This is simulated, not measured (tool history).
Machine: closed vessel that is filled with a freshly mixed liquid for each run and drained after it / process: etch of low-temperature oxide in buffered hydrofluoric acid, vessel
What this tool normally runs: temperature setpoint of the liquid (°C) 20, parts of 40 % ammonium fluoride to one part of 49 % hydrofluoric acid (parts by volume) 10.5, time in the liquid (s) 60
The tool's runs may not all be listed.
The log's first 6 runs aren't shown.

run,hour,temperature setpoint of the liquid (°C),parts of 40 % ammonium fluoride to one part of 49 % hydrofluoric acid (parts by volume),time in the liquid (s),wafers since the last listed run,hours since the thermometer was replaced,hours since the hydrofluoric acid flow meter was replaced,hours since the gauge calibration,"read-back film thickness of the low-temperature oxide reference wafer, read on the same gauge (nm)",thickness taken off the low-temperature oxide on a monitor wafer (angstrom)
7,133.1,20,10.5,60,1490,1079,1913.5,545.9,49.99,1700.3
8,153.7,20,10.5,60,2456,1099.6,1934.1,566.5,49.99,1717
# hour 167.9: hydrofluoric acid flow meter replaced
9,181,21.5,10.5,60,3136,1126.9,13.1,593.8,49.96,1877
# hour 201.7: thermometer replaced
10,212,22,7,45,3577,10.3,44.1,624.8,50.03,2029.8
11,230.5,17,9.5,85,2205,28.8,62.6,643.3,50,2137.5
12,254.8,17,9,35,2897,53.1,86.9,667.6,49.95,912.2
13,290.4,25,10.5,60,4245,88.7,122.5,703.2,50.01,2192.3
# hour 314.1: gauge calibrated
14,349.6,20,10.5,75,7059,147.9,181.7,35.5,50.01,2058.4
15,368.7,20,13,60,2277,167,200.8,54.6,50.02,1341.7
16,404.3,20,10.5,70,4245,202.6,236.4,90.2,50,1946.1
17,419.7,20,9.5,60,1836,218,251.8,105.6,50.04,1784.7
18,444.2,20,10.5,60,2921,242.5,276.3,130.1,49.99,1674.3
19,475.9,21.5,10.5,85,3780,274.2,308,161.8,50.01,2588.7
20,510.7,20,10.5,60,4149,309,342.8,196.6,50.01,1648.4
21,537.4,20,12.5,70,3183,335.7,369.5,223.3,49.98,1654.7
22,564.7,17,7,90,3255,363,396.8,250.6,49.98,3120
23,583.8,24,10.5,60,2277,382.1,415.9,269.7,49.99,2091
24,615.3,22,10.5,60,3756,413.6,447.4,301.2,49.99,1847.7
25,631.9,20,10.5,60,1979,430.2,464,317.8,50,1671
26,665.7,20,10.5,40,4030,464,497.8,351.6,49.98,1121.7
27,701.1,17,13.5,60,4221,499.4,533.2,387,49.96,1118

Predict the results of run 28:
28,725.3,23,10.5,70,2885,523.6,557.4,411.2,?,?

read-back film thickness of the low-temperature oxide reference wafer, read on the same gauge (nm): 49.98
thickness taken off the low-temperature oxide on a monitor wafer (angstrom): 2331
Take away the tool's hidden state, keep the run-to-run variation as it was, and the same run would have given thickness taken off the low-temperature oxide on a monitor wafer (angstrom) 2284.2.
